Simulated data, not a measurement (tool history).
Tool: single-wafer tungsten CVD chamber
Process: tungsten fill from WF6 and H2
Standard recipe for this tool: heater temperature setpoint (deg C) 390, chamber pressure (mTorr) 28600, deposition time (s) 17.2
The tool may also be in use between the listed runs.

| run | hour | heater temperature setpoint (deg C) | chamber pressure (mTorr) | deposition time (s) | wafers since the last listed run | hours since the last thermocouple change | hours since the last manometer calibration | hours since the showerhead was replaced | hours since the gauge calibration | read-back reference wafer on the same gauge, thickness_nm | mean film thickness on the monitor wafer (angstrom) |
|---|---|---|---|---|---|---|---|---|---|---|---|
| 1 | 0 | 396 | 28600 | 17.2 | 0 | 408.5 | 731.4 | 2440.4 | 3365.1 | 50.697 | 468.11 |
| 2 | 91.6 | 390 | 26000 | 17.2 | 2522 | 500.1 | 823 | 2532 | 3456.7 | 50.699 | 388.93 |
| 3 | 150.8 | 390 | 28600 | 17.2 | 1630 | 559.3 | 882.2 | 2591.2 | 3515.9 | 50.706 | 422.76 |
| 4 | 221.6 | 390 | 28600 | 17.2 | 1949 | 630.1 | 953 | 2662 | 3586.7 | 50.718 | 422.82 |
| 5 | 312.4 | 390 | 28600 | 15.4 | 2500 | 720.9 | 1043.8 | 2752.8 | 3677.5 | 50.683 | 375.63 |
| 6 | 375.4 | 390 | 28600 | 17.2 | 1734 | 783.9 | 1106.8 | 2815.8 | 3740.5 | 50.701 | 420.51 |
|  | 534.5 | capacitance manometer re-zeroed and calibrated |
| 7 | 558.8 | 390 | 28600 | 17.2 | 4829 | 967.3 | 24.3 | 2999.2 | 3923.9 | 50.716 | 420.29 |
| 8 | 601.6 | 390 | 28600 | 17.2 | 1178 | 1010.1 | 67.1 | 3042 | 3966.7 | 50.693 | 416.13 |
|  | 614.5 | gauge calibrated |
| 9 | 685.8 | 390 | 28600 | 15 | 2318 | 1094.3 | 151.3 | 3126.2 | 71.3 | 50.686 | 362.99 |
| 10 | 772.7 | 390 | 28600 | 15 | 2392 | 1181.2 | 238.2 | 3213.1 | 158.2 | 50.695 | 364.82 |
| 11 | 847.7 | 390 | 28600 | 15 | 2065 | 1256.2 | 313.2 | 3288.1 | 233.2 | 50.701 | 364.15 |
| 12 | 915.5 | 397 | 28600 | 17.2 | 1866 | 1324 | 381 | 3355.9 | 301 | 50.696 | 467.65 |
| 13 | 959.4 | 384 | 28600 | 15.1 | 1208 | 1367.9 | 424.9 | 3399.8 | 344.9 | 50.689 | 329.82 |
| 14 | 1045.7 | 390 | 28600 | 19.7 | 2376 | 1454.2 | 511.2 | 3486.1 | 431.2 | 50.694 | 477.27 |
| 15 | 1141.4 | 390 | 22100 | 19.1 | 2635 | 1549.9 | 606.9 | 3581.8 | 526.9 | 50.686 | 364.76 |
| 16 | 1183 | 390 | 28600 | 17.2 | 1145 | 1591.5 | 648.5 | 3623.4 | 568.5 | 50.694 | 416.49 |
| 17 | 1260.1 | 390 | 28600 | 16.2 | 2122 | 1668.6 | 725.6 | 3700.5 | 645.6 | 50.693 | 390.75 |
|  | 1295.9 | showerhead replaced |
| 18 | 1356.2 | 390 | 28600 | 17.2 | 2425 | 1764.7 | 821.7 | 60.3 | 741.7 | 50.707 | 415.14 |
| 19 | 1407.3 | 404 | 26700 | 20 | 1407 | 1815.8 | 872.8 | 111.4 | 792.8 | 50.71 | 576.02 |
| 20 | 1485 | 390 | 23200 | 20.1 | 2139 | 1893.5 | 950.5 | 189.1 | 870.5 | 50.694 | 402.35 |
| 21 | 1568.1 | 378 | 28600 | 17.2 | 2288 | 1976.6 | 1033.6 | 272.2 | 953.6 | 50.733 | 332.99 |
|  | 1601.7 | thermocouple changed; heater temperature recalibrated |
| 22 | 1643.9 | 378 | 28600 | 14.5 | 1866 | 42.2 | 1109.4 | 348 | 1029.4 | 50.738 | 292.24 |
| 23 | 1694.2 | 379 | 33500 | 18.7 | 1385 | 92.5 | 1159.7 | 398.3 | 1079.7 | 50.682 | 429.38 |
| 24 | 1753.6 | 396 | 24600 | 14.8 | 1635 | 151.9 | 1219.1 | 457.7 | 1139.1 | 50.683 | 356.12 |
|  | 1794.8 | capacitance manometer re-zeroed and calibrated |
| 25 | 1813.6 | 390 | 28600 | 17.2 | 1431 | 211.9 | 18.8 | 517.7 | 1199.1 | 50.701 | 426.59 |
| 26 | 1888.9 | 390 | 28600 | 17.2 | 2073 | 287.2 | 94.1 | 593 | 1274.4 | 50.709 | 426.47 |
| 27 | 1969.7 | 390 | 28600 | 17.2 | 2224 | 368 | 174.9 | 673.8 | 1355.2 | 50.721 | 423.4 |
| 28 | 2043.3 | 380 | 33800 | 17.2 | 2026 | 441.6 | 248.5 | 747.4 | 1428.8 | 50.699 | 405.24 |
| 29 | 2132.7 | 390 | 31500 | 18.1 | 2461 | 531 | 337.9 | 836.8 | 1518.2 | 50.691 | 480.68 |
| 30 | 2224.5 | 384 | 28600 | 15.1 | 2527 | 622.8 | 429.7 | 928.6 | 1610 | 50.712 | 334.55 |
| 31 | 2321.7 | 377 | 28600 | 17.2 | 2676 | 720 | 526.9 | 1025.8 | 1707.2 | 50.735 | 334.04 |
| 32 | 2423.5 | 381 | 24100 | 18.9 | 2803 | 821.8 | 628.7 | 1127.6 | 1809 | 50.709 | 341.44 |
| 33 | 2480.1 | 390 | 28600 | 17.2 | 1558 | 878.4 | 685.3 | 1184.2 | 1865.6 | 50.663 | 421.54 |
| 34 | 2553.8 | 404 | 28600 | 16.3 | 2029 | 952.1 | 759 | 1257.9 | 1939.3 | 50.712 | 503.23 |
| 35 | 2610.4 | 390 | 28600 | 17.2 | 1558 | 1008.7 | 815.6 | 1314.5 | 1995.9 | 50.729 | 419.04 |

What differs in the tool's unlogged condition from the final listed run ahead of each entry between runs to the first listed run following it?
Runs 6 to 7: capacitance manometer re-zeroed and calibrated (hour 534.5)
  wafer temperature above the value expected at the setpoint (K): -0.965 -> -1.11
  measured less the result without the state, mean film thickness on the monitor wafer (angstrom): -7.05 -> -8.13
Runs 8 to 9: gauge calibrated (hour 614.5)
  wafer temperature above the value expected at the setpoint (K): -1.15 -> -1.21
  measured less the result without the state, mean film thickness on the monitor wafer (angstrom): -8.3 -> -7.67
Runs 17 to 18: showerhead replaced (hour 1295.9)
  wafer temperature above the value expected at the setpoint (K): -1.67 -> -1.75
  measured less the result without the state, mean film thickness on the monitor wafer (angstrom): -11.44 -> -12.72
Runs 21 to 22: thermocouple changed; heater temperature recalibrated (hour 1601.7)
  wafer temperature above the value expected at the setpoint (K): -1.92 -> -0.126
  measured less the result without the state, mean film thickness on the monitor wafer (angstrom): -11.74 -> -0.67
Runs 24 to 25: capacitance manometer re-zeroed and calibrated (hour 1794.8)
  wafer temperature above the value expected at the setpoint (K): -0.214 -> -0.262
  measured less the result without the state, mean film thickness on the monitor wafer (angstrom): -1.26 -> -1.93
